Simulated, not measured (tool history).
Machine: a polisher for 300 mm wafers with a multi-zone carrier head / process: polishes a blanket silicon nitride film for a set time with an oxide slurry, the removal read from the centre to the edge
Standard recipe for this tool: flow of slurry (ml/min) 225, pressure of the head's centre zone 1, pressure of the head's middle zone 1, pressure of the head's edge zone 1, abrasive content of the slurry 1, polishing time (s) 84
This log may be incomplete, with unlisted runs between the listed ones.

run   hour  flow of slurry (ml/min)  pressure of the head's centre zone  pressure of the head's middle zone  pressure of the head's edge zone  abrasive content of the slurry  polishing time (s)  incoming thickness of the incoming film, nm  film removed at the wafer's centre (angstrom)  film removed at mid-radius (angstrom)  film removed at the wafer's edge (angstrom)
  1      0                      225                                   1                                   1                                 1                               1                  84                                        387.8                                            293                                    278                                          283
         4  -- slurry nozzle cleaned
      46.1  -- worn pad replaced by a new one
  2   46.6                      225                                0.94                                   1                                 1                               1                  84                                        382.4                                            304                                    314                                          307
  3     82                      225                                0.94                                   1                                 1                               1                  84                                        379.3                                            304                                    311                                          308
  4  114.5                      255                                1.12                                   1                                 1                               1                  84                                        378.9                                            374                                    306                                          311
  5  157.7                      225                                   1                                   1                                 1                               1                  99                                          377                                            388                                    359                                          358
  6  197.6                      225                                   1                                   1                                 1                               1                  84                                        374.7                                            316                                    304                                          302
  7  257.8                      225                                   1                                   1                                 1                               1                  84                                        378.3                                            318                                    299                                          307
  8  285.9                      270                                1.09                                   1                                 1                               1                  69                                        379.6                                            291                                    250                                          254
  9  336.7                      225                                   1                                   1                                 1                               1                 103                                        380.9                                            384                                    353                                          355
 10  367.2                      250                                   1                                   1                                 1                               1                  84                                        381.1                                            317                                    289                                          290
     389.2  -- worn pad replaced by a new one
 11  430.6                      225                                   1                                 1.1                                 1                             1.2                  84                                        374.9                                            372                                    371                                          340
 12  501.3                      300                                0.96                                   1                                 1                               1                  84                                        372.7                                            328                                    317                                          318
     523.8  -- carrier head's membrane replaced by a new one
 13  554.9                      225                                   1                                   1                                 1                               1                  84                                        373.5                                            328                                    299                                          302
       579  -- slurry nozzle cleaned
 14  585.9                      225                                   1                                   1                                 1                               1                  84                                        383.3                                            325                                    295                                          299
 15  645.5                      225                                   1                                   1                                 1                               1                  84                                        379.5                                            326                                    288                                          293
 16  673.4                      225                                0.91                                 0.9                                 1                               1                  84                                        378.4                                            291                                    266                                          290
     698.1  -- centre zone pressure recalibrated
 17  741.6                      185                                   1                                1.08                                 1                             1.1                  84                                        378.1                                            290                                    308                                          282
 18  782.3                      225                                   1                                   1                                 1                               1                  84                                        381.8                                            281                                    269                                          268
     788.8  -- worn pad replaced by a new one
 19  811.2                      165                                   1                                   1                              1.12                            1.15                  84                                        374.4                                            318                                    319                                          343

Run 20 comes next. What will it give?
 20  857.7                      225                                   1                                   1                              1.09                               1                  84                                        386.7                                              ?                                      ?                                            ?

{"run 20": {"film removed at the wafer's centre (angstrom)": 313, "film removed at mid-radius (angstrom)": 305, "film removed at the wafer's edge (angstrom)": 324}}
Had the tool carried no hidden state, the very same run would have given film removed at the wafer's centre (angstrom) 311, film removed at mid-radius (angstrom) 307, film removed at the wafer's edge (angstrom) 326.
